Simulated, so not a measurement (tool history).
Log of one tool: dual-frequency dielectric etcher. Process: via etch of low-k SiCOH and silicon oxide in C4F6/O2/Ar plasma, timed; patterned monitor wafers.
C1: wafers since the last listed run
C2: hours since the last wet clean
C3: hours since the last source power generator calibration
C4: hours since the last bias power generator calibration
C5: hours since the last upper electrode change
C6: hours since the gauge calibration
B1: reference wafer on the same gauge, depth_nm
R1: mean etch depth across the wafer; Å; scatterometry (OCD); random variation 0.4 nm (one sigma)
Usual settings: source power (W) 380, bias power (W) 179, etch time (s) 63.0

{"run": 1, "hour": 0.0, "source power (W)": 410, "bias power (W)": 179, "etch time (s)": 63.0, "C1": 0, "C2": 416.9, "C3": 2433.2, "C4": 4285.4, "C5": 3.8, "C6": 361.2, "B1": 202.8, "R1": 1785}
{"run": 2, "hour": 13.1, "source power (W)": 380, "bias power (W)": 179, "etch time (s)": 63.0, "C1": 134, "C2": 430.0, "C3": 2446.3, "C4": 4298.5, "C5": 16.9, "C6": 374.3, "B1": 203.0, "R1": 1731}
{"hour": 24.8, "done": "bias power generator calibrated"}
{"run": 3, "hour": 25.3, "source power (W)": 380, "bias power (W)": 179, "etch time (s)": 63.0, "C1": 84, "C2": 442.2, "C3": 2458.5, "C4": 0.5, "C5": 29.1, "C6": 386.5, "B1": 202.8, "R1": 1731}
{"run": 4, "hour": 32.7, "source power (W)": 380, "bias power (W)": 179, "etch time (s)": 63.0, "C1": 76, "C2": 449.6, "C3": 2465.9, "C4": 7.9, "C5": 36.5, "C6": 393.9, "B1": 202.9, "R1": 1728}
{"run": 5, "hour": 39.3, "source power (W)": 350, "bias power (W)": 179, "etch time (s)": 63.0, "C1": 68, "C2": 456.2, "C3": 2472.5, "C4": 14.5, "C5": 43.1, "C6": 400.5, "B1": 203.0, "R1": 1668}
{"hour": 54.2, "done": "source power generator calibrated"}
{"run": 6, "hour": 57.3, "source power (W)": 380, "bias power (W)": 179, "etch time (s)": 63.0, "C1": 144, "C2": 474.2, "C3": 3.1, "C4": 32.5, "C5": 61.1, "C6": 418.5, "B1": 203.1, "R1": 1734}
{"run": 7, "hour": 72.2, "source power (W)": 380, "bias power (W)": 179, "etch time (s)": 63.0, "C1": 153, "C2": 489.1, "C3": 18.0, "C4": 47.4, "C5": 76.0, "C6": 433.4, "B1": 202.9, "R1": 1730}
{"run": 8, "hour": 79.6, "source power (W)": 380, "bias power (W)": 179, "etch time (s)": 63.0, "C1": 76, "C2": 496.5, "C3": 25.4, "C4": 54.8, "C5": 83.4, "C6": 440.8, "B1": 203.0, "R1": 1731}
{"run": 9, "hour": 89.9, "source power (W)": 380, "bias power (W)": 179, "etch time (s)": 45.0, "C1": 106, "C2": 506.8, "C3": 35.7, "C4": 65.1, "C5": 93.7, "C6": 451.1, "B1": 202.8, "R1": 1234}
{"run": 10, "hour": 98.1, "source power (W)": 380, "bias power (W)": 179, "etch time (s)": 72.5, "C1": 84, "C2": 515.0, "C3": 43.9, "C4": 73.3, "C5": 101.9, "C6": 459.3, "B1": 203.1, "R1": 1989}
{"hour": 105.6, "done": "gauge calibrated"}
{"run": 11, "hour": 108.6, "source power (W)": 380, "bias power (W)": 179, "etch time (s)": 82.0, "C1": 108, "C2": 525.5, "C3": 54.4, "C4": 83.8, "C5": 112.4, "C6": 3.0, "B1": 203.0, "R1": 2256}
{"run": 12, "hour": 124.5, "source power (W)": 380, "bias power (W)": 179, "etch time (s)": 63.0, "C1": 163, "C2": 541.4, "C3": 70.3, "C4": 99.7, "C5": 128.3, "C6": 18.9, "B1": 203.0, "R1": 1739}
{"run": 13, "hour": 141.4, "source power (W)": 380, "bias power (W)": 179, "etch time (s)": 63.0, "C1": 174, "C2": 558.3, "C3": 87.2, "C4": 116.6, "C5": 145.2, "C6": 35.8, "B1": 203.0, "R1": 1738}
{"hour": 165.5, "done": "wet clean of the chamber"}
{"run": 14, "hour": 166.0, "source power (W)": 380, "bias power (W)": 206, "etch time (s)": 54.0, "C1": 6, "C2": 0.5, "C3": 111.8, "C4": 141.2, "C5": 169.8, "C6": 60.4, "B1": 202.9, "R1": 1565}
{"run": 15, "hour": 166.3, "source power (W)": 340, "bias power (W)": 216, "etch time (s)": 47.0, "C1": 3, "C2": 0.8, "C3": 112.1, "C4": 141.5, "C5": 170.1, "C6": 60.7, "B1": 202.9, "R1": 1332}
{"run": 16, "hour": 171.4, "source power (W)": 460, "bias power (W)": 167, "etch time (s)": 77.0, "C1": 52, "C2": 5.9, "C3": 117.2, "C4": 146.6, "C5": 175.2, "C6": 65.8, "B1": 203.1, "R1": 2186}
{"run": 17, "hour": 188.6, "source power (W)": 380, "bias power (W)": 179, "etch time (s)": 63.0, "C1": 177, "C2": 23.1, "C3": 134.4, "C4": 163.8, "C5": 192.4, "C6": 83.0, "B1": 202.9, "R1": 1705}
{"run": 18, "hour": 211.8, "source power (W)": 380, "bias power (W)": 179, "etch time (s)": 63.0, "C1": 239, "C2": 46.3, "C3": 157.6, "C4": 187.0, "C5": 215.6, "C6": 106.2, "B1": 202.9, "R1": 1714}
{"run": 19, "hour": 226.4, "source power (W)": 290, "bias power (W)": 159, "etch time (s)": 71.5, "C1": 150, "C2": 60.9, "C3": 172.2, "C4": 201.6, "C5": 230.2, "C6": 120.8, "B1": 203.1, "R1": 1627}
{"run": 20, "hour": 237.8, "source power (W)": 380, "bias power (W)": 179, "etch time (s)": 63.0, "C1": 117, "C2": 72.3, "C3": 183.6, "C4": 213.0, "C5": 241.6, "C6": 132.2, "B1": 203.1, "R1": 1705}
{"run": 21, "hour": 246.1, "source power (W)": 380, "bias power (W)": 143, "etch time (s)": 58.0, "C1": 85, "C2": 80.6, "C3": 191.9, "C4": 221.3, "C5": 249.9, "C6": 140.5, "B1": 202.8, "R1": 1401}
{"run": 22, "hour": 261.9, "source power (W)": 330, "bias power (W)": 161, "etch time (s)": 77.5, "C1": 162, "C2": 96.4, "C3": 207.7, "C4": 237.1, "C5": 265.7, "C6": 156.3, "B1": 202.9, "R1": 1881}
{"run": 23, "hour": 269.3, "source power (W)": 470, "bias power (W)": 179, "etch time (s)": 63.0, "C1": 76, "C2": 103.8, "C3": 215.1, "C4": 244.5, "C5": 273.1, "C6": 163.7, "B1": 203.2, "R1": 1870}
{"run": 24, "hour": 283.0, "source power (W)": 380, "bias power (W)": 179, "etch time (s)": 53.5, "C1": 141, "C2": 117.5, "C3": 228.8, "C4": 258.2, "C5": 286.8, "C6": 177.4, "B1": 203.2, "R1": 1460}
{"run": 25, "hour": 291.6, "source power (W)": 380, "bias power (W)": 212, "etch time (s)": 53.5, "C1": 88, "C2": 126.1, "C3": 237.4, "C4": 266.8, "C5": 295.4, "C6": 186.0, "B1": 203.0, "R1": 1583}
{"run": 26, "hour": 307.3, "source power (W)": 380, "bias power (W)": 179, "etch time (s)": 47.0, "C1": 161, "C2": 141.8, "C3": 253.1, "C4": 282.5, "C5": 311.1, "C6": 201.7, "B1": 202.9, "R1": 1277}
{"run": 27, "hour": 316.7, "source power (W)": 410, "bias power (W)": 179, "etch time (s)": 69.0, "C1": 96, "C2": 151.2, "C3": 262.5, "C4": 291.9, "C5": 320.5, "C6": 211.1, "B1": 203.2, "R1": 1941}
{"run": 28, "hour": 327.6, "source power (W)": 380, "bias power (W)": 179, "etch time (s)": 63.0, "C1": 112, "C2": 162.1, "C3": 273.4, "C4": 302.8, "C5": 331.4, "C6": 222.0, "B1": 203.0, "R1": 1714}
{"run": 29, "hour": 333.8, "source power (W)": 380, "bias power (W)": 204, "etch time (s)": 63.0, "C1": 63, "C2": 168.3, "C3": 279.6, "C4": 309.0, "C5": 337.6, "C6": 228.2, "B1": 203.1, "R1": 1830}

Some steps in R1 between neighbouring runs. How much of each would the tool show without its hidden state too (settings, what came in, random variation), and how much is left for the hidden state, with any gauge scatter that isn't in both results?
The hidden state here: etch rate over this chamber's usual, %; source power that arrives over what is set, %; bias power that arrives over what is set, %; gauge reads high (%).
Run 9 -> 10: etch time (s) 45.0 -> 72.5. R1 +755 Å: hidden state +12, all else +743.
Run 13 -> 14: bias power (W) 179 -> 206, etch time (s) 63.0 -> 54.0, wet clean of the chamber. R1 -173 Å: hidden state -29, all else -144.
Run 15 -> 16: source power (W) 340 -> 460, bias power (W) 216 -> 167, etch time (s) 47.0 -> 77.0. R1 +854 Å: hidden state +1, all else +853.

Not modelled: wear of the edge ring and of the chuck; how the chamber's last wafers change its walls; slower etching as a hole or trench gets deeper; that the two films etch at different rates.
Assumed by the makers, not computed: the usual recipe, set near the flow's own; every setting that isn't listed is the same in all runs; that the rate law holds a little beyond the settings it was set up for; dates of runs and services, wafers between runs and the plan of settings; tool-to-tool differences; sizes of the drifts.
